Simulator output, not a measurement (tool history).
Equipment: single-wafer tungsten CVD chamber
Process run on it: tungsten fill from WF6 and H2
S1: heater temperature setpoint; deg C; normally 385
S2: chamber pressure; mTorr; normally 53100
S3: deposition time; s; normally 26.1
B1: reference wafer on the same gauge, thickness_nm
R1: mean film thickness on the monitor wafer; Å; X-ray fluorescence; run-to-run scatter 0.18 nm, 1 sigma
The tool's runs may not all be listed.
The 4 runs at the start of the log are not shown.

run	hour	S1	S2	S3	B1	R1
# hour 46.2: showerhead replaced
5	46.7	378	53100	23.5	85.049	588.15
6	54	395	53100	26.1	84.961	875.01
# hour 59: gauge calibrated
7	70.4	395	53100	26.1	84.971	876
# hour 90.8: thermocouple changed; heater temperature recalibrated
8	91.3	385	57800	26.1	84.935	754.13
9	92.9	385	57800	26.1	84.974	750.75
10	100.7	385	63200	26.1	84.93	776.83
11	108.5	375	53100	24.3	85.001	567.08
12	124.8	385	53100	26.1	85.001	729.32
13	142.5	379	53100	26.1	85.085	650.84
# hour 155.1: capacitance manometer re-zeroed and calibrated
14	155.6	391	46300	22.6	84.993	662.1
15	162	396	53100	30.4	84.964	1021.37
# hour 173.2: thermocouple changed; heater temperature recalibrated, repeated, since the last time left the tool worse
16	173.7	385	61500	23.5	84.931	722.5
17	183.2	395	53100	26.1	85.053	897.72
18	200.2	385	53100	26.1	84.991	756.12
19	217.2	399	53100	28.6	85.015	1045.02
20	225.4	385	53100	26.1	84.982	755.3
21	240.5	375	61100	29.8	84.957	758.87
22	255.6	385	53100	21.5	84.981	621.31
23	261.9	385	53100	26.1	85.015	748.76
24	277.7	385	53100	23.4	85.055	671.86

Predict the results of run 25:
25	291.7	385	65000	24.1	?	?

Run 25 gave B1 84.966, R1 752.21 Å.
Were there no unlogged condition in the tool, this run, its random variation unchanged, would have produced R1 756.35 Å.
